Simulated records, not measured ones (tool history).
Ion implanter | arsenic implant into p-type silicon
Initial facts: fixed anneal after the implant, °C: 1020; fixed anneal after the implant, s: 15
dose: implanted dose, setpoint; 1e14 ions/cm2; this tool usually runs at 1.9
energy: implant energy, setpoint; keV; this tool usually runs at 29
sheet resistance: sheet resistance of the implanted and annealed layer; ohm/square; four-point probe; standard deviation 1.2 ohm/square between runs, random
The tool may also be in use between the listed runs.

run	hour	dose	energy	read-back reference wafer on the same gauge, sheet resistance	sheet resistance
1	0	2.29	23.5	471.48	381.46
2	33.6	1.9	29	472.27	425.22
3	46.2	1.9	29	472.22	421.01
4	79.2	1.9	29	471.69	425.73
5	115.1	1.9	29	471.5	424.83
6	146.8	1.9	29	471.65	422.58
7	171.9	1.9	31.5	471.95	417.66
8	202	1.9	31.5	471.48	418.49
9	228.7	1.9	31.5	472.02	419.75
10	261.6	1.57	29	471.59	486.87
11	291.2	1.9	29	472.09	422.81
12	331.8	1.9	29	471.82	421.98
13	357.1	1.9	29	471.54	425.17
14	378.6	1.9	29	471.73	421.41
15	399.2	1.9	26	471.87	430.88
# hour 431: Faraday cup replaced and dose calibrated
16	445.8	1.9	26	471.46	429.44
# hour 485.3: extraction supply calibrated
17	537	1.9	29	472.25	422.76
18	552	2.37	33.5	472.18	353.44
19	581.5	1.9	29	472.78	422.63
20	599.5	1.9	29	472.01	424.61
21	624.4	1.9	29	472.24	423.94
# hour 638.7: gauge calibrated
22	642.9	1.34	29	471.92	544.21
23	673.3	2.12	26.5	471.99	396.05
24	708.3	1.9	29	471.79	423.62
25	736.8	2.12	23.5	471.85	403.4
26	750.7	1.9	29	471.99	421.9
27	769.3	2.08	32.5	471.04	390.9
28	789.6	1.49	21	472.36	529.11
29	878.7	1.73	29	471.93	453.42
30	900.9	1.9	29	471.74	421.01
31	933.7	1.43	29	472.04	519.99
32	945.9	2.37	33.5	471.73	352
33	960.3	2.31	19.5	471.83	388.52
34	1014.9	1.9	37	471.72	407.56
35	1046	1.9	29	472.22	425.21
36	1058.5	1.53	35	472.42	481.43
37	1072.8	2.21	37	471.9	366.18

State the hidden condition of the tool at each of the runs:
deviation of the true dose from the Faraday cup's reading, %: 0 across all the runs
deviation of the true energy from its setpoint, %: 0 across all the runs
gauge reads high (%): 0 across all the runs
